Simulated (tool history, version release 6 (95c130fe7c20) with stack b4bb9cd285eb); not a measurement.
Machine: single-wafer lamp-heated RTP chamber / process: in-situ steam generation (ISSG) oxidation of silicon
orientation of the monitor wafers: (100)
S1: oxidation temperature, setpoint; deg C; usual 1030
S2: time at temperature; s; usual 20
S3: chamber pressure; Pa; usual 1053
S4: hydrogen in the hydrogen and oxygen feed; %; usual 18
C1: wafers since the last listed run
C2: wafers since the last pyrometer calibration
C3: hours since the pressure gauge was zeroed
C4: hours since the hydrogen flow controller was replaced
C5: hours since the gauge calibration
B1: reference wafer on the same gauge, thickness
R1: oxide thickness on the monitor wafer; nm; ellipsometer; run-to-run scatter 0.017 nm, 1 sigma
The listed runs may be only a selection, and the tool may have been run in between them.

Run 1, hour 0.0: usual settings but S3 987 Pa; C1 0; C2 1155; C3 643.3; C4 2328.4; C5 255.9; B1 6.336. Result: R1 5.808 nm.
Run 2, hour 74.8: usual settings; C1 808; C2 1964; C3 718.1; C4 2403.2; C5 330.7; B1 6.337. Result: R1 5.820 nm.
Run 3, hour 147.9: usual settings; C1 790; C2 2754; C3 791.2; C4 2476.3; C5 403.8; B1 6.340. Result: R1 5.866 nm.
At hour 292.0: pyrometer window cleaned and pyrometer calibrated.
Run 4, hour 292.5: usual settings; C1 1477; C2 5; C3 935.8; C4 2620.9; C5 548.4; B1 6.337. Result: R1 5.806 nm.
Run 5, hour 352.0: usual settings; C1 643; C2 648; C3 995.3; C4 2680.4; C5 607.9; B1 6.341. Result: R1 5.813 nm.
Run 6, hour 394.9: usual settings but S3 973 Pa; C1 463; C2 1112; C3 1038.2; C4 2723.3; C5 650.8; B1 6.343. Result: R1 5.838 nm.
Run 7, hour 500.2: usual settings but S1 1041 deg C, S2 23 s; C1 1138; C2 2251; C3 1143.5; C4 2828.6; C5 756.1; B1 6.344. Result: R1 6.666 nm.
At hour 703.6: pyrometer window cleaned and pyrometer calibrated.
Run 8, hour 706.5: usual settings but S1 1041 deg C, S2 23 s; C1 2144; C2 31; C3 1349.8; C4 3034.9; C5 962.4; B1 6.336. Result: R1 6.607 nm.
At hour 786.7: pressure gauge zeroed.
Run 9, hour 787.2: usual settings but S1 1018 deg C, S2 22 s; C1 786; C2 818; C3 0.5; C4 3115.6; C5 1043.1; B1 6.340. Result: R1 5.787 nm.
Run 10, hour 877.7: usual settings but S1 1018 deg C, S2 22 s; C1 978; C2 1796; C3 91.0; C4 3206.1; C5 1133.6; B1 6.335. Result: R1 5.778 nm.
Run 11, hour 955.8: usual settings; C1 844; C2 2641; C3 169.1; C4 3284.2; C5 1211.7; B1 6.338. Result: R1 5.848 nm.
Run 12, hour 1051.4: usual settings but S1 1016 deg C, S4 12 %; C1 1033; C2 3675; C3 264.7; C4 3379.8; C5 1307.3; B1 6.343. Result: R1 5.061 nm.
At hour 1124.7: pyrometer window cleaned and pyrometer calibrated.
Run 13, hour 1155.8: usual settings but S1 1016 deg C, S4 12 %; C1 1042; C2 336; C3 369.1; C4 3484.2; C5 1411.7; B1 6.337. Result: R1 4.972 nm.
At hour 1191.7: gauge calibrated.
Run 14, hour 1202.4: usual settings but S2 17 s; C1 503; C2 840; C3 415.7; C4 3530.8; C5 10.7; B1 6.333. Result: R1 5.357 nm.
Run 15, hour 1246.9: usual settings; C1 481; C2 1321; C3 460.2; C4 3575.3; C5 55.2; B1 6.343. Result: R1 5.852 nm.
Run 16, hour 1308.4: usual settings but S2 15 s, S3 973 Pa, S4 11 %; C1 665; C2 1986; C3 521.7; C4 3636.8; C5 116.7; B1 6.340. Result: R1 4.508 nm.
At hour 1331.5: hydrogen flow controller replaced.
Run 17, hour 1409.7: usual settings but S4 21 %; C1 1009; C2 2995; C3 623.0; C4 78.2; C5 218.0; B1 6.343. Result: R1 6.084 nm.
Run 18, hour 1493.2: usual settings but S1 1038 deg C, S3 960 Pa; C1 903; C2 3898; C3 706.5; C4 161.7; C5 301.5; B1 6.338. Result: R1 6.144 nm.
Run 19, hour 1535.8: usual settings but S1 1036 deg C, S2 14 s, S3 1173 Pa, S4 22 %; C1 460; C2 4359; C3 749.1; C4 204.3; C5 344.1; B1 6.340. Result: R1 5.353 nm.
At hour 1578.0: pyrometer window cleaned and pyrometer calibrated.
Run 20, hour 1606.2: usual settings but S2 27 s, S3 1147 Pa, S4 26 %; C1 674; C2 305; C3 819.5; C4 274.7; C5 414.5; B1 6.339. Result: R1 7.351 nm.
Run 21, hour 1661.1: usual settings but S1 1045 deg C, S2 18 s, S3 1107 Pa, S4 27 %; C1 593; C2 898; C3 874.4; C4 329.6; C5 469.4; B1 6.340. Result: R1 6.517 nm.
Run 22, hour 1726.3: usual settings but S4 22 %; C1 705; C2 1603; C3 939.6; C4 394.8; C5 534.6; B1 6.345. Result: R1 6.121 nm.
Run 23, hour 1827.8: usual settings; C1 1097; C2 2701; C3 1041.1; C4 496.3; C5 636.1; B1 6.342. Result: R1 5.860 nm.
Run 24, hour 1893.6: usual settings but S1 1019 deg C; C1 711; C2 3413; C3 1106.9; C4 562.1; C5 701.9; B1 6.341. Result: R1 5.600 nm.
Run 25, hour 1935.3: usual settings; C1 450; C2 3864; C3 1148.6; C4 603.8; C5 743.6; B1 6.343. Result: R1 5.908 nm.
At hour 1982.5: pyrometer window cleaned and pyrometer calibrated.
Run 26, hour 1991.6: usual settings; C1 522; C2 98; C3 1204.9; C4 660.1; C5 799.9; B1 6.339. Result: R1 5.834 nm.
Run 27, hour 2057.4: usual settings but S2 15 s, S3 1147 Pa, S4 26 %; C1 711; C2 810; C3 1270.7; C4 725.9; C5 865.7; B1 6.340. Result: R1 5.523 nm.
Run 28, hour 2117.4: usual settings; C1 648; C2 1459; C3 1330.7; C4 785.9; C5 925.7; B1 6.341. Result: R1 5.855 nm.
Run 29, hour 2181.8: usual settings but S3 920 Pa, S4 14 %; C1 696; C2 2155; C3 1395.1; C4 850.3; C5 990.1; B1 6.342. Result: R1 5.482 nm.
Run 30, hour 2267.7: usual settings but S1 1013 deg C; C1 928; C2 3084; C3 1481.0; C4 936.2; C5 1076.0; B1 6.339. Result: R1 5.435 nm.
Run 31, hour 2323.8: usual settings but S1 1035 deg C, S3 1000 Pa; C1 606; C2 3691; C3 1537.1; C4 992.3; C5 1132.1; B1 6.338. Result: R1 6.065 nm.

Below are 3 alternative next runs, each starting from the tool's condition after run 31. Predict each:
Run A, hour 2324.2: usual settings; C1 4; C2 3695; C3 1537.5; C4 992.7; C5 1132.5; B1 ?. Result: R1 ?.
Run B, hour 2324.2: usual settings but S2 14 s; C1 4; C2 3695; C3 1537.5; C4 992.7; C5 1132.5; B1 ?. Result: R1 ?.
Run C, hour 2324.2: usual settings but S1 1044 deg C, S2 14 s, S3 1213 Pa, S4 26 %; C1 4; C2 3695; C3 1537.5; C4 992.7; C5 1132.5; B1 ?. Result: R1 ?.

run     B1     R1
  A  6.340  5.873
  B  6.340  4.921
  C  6.340  5.696
With no hidden state in the tool, these same runs would have given:
run     R1
  A  5.776
  B  4.846
  C  5.603

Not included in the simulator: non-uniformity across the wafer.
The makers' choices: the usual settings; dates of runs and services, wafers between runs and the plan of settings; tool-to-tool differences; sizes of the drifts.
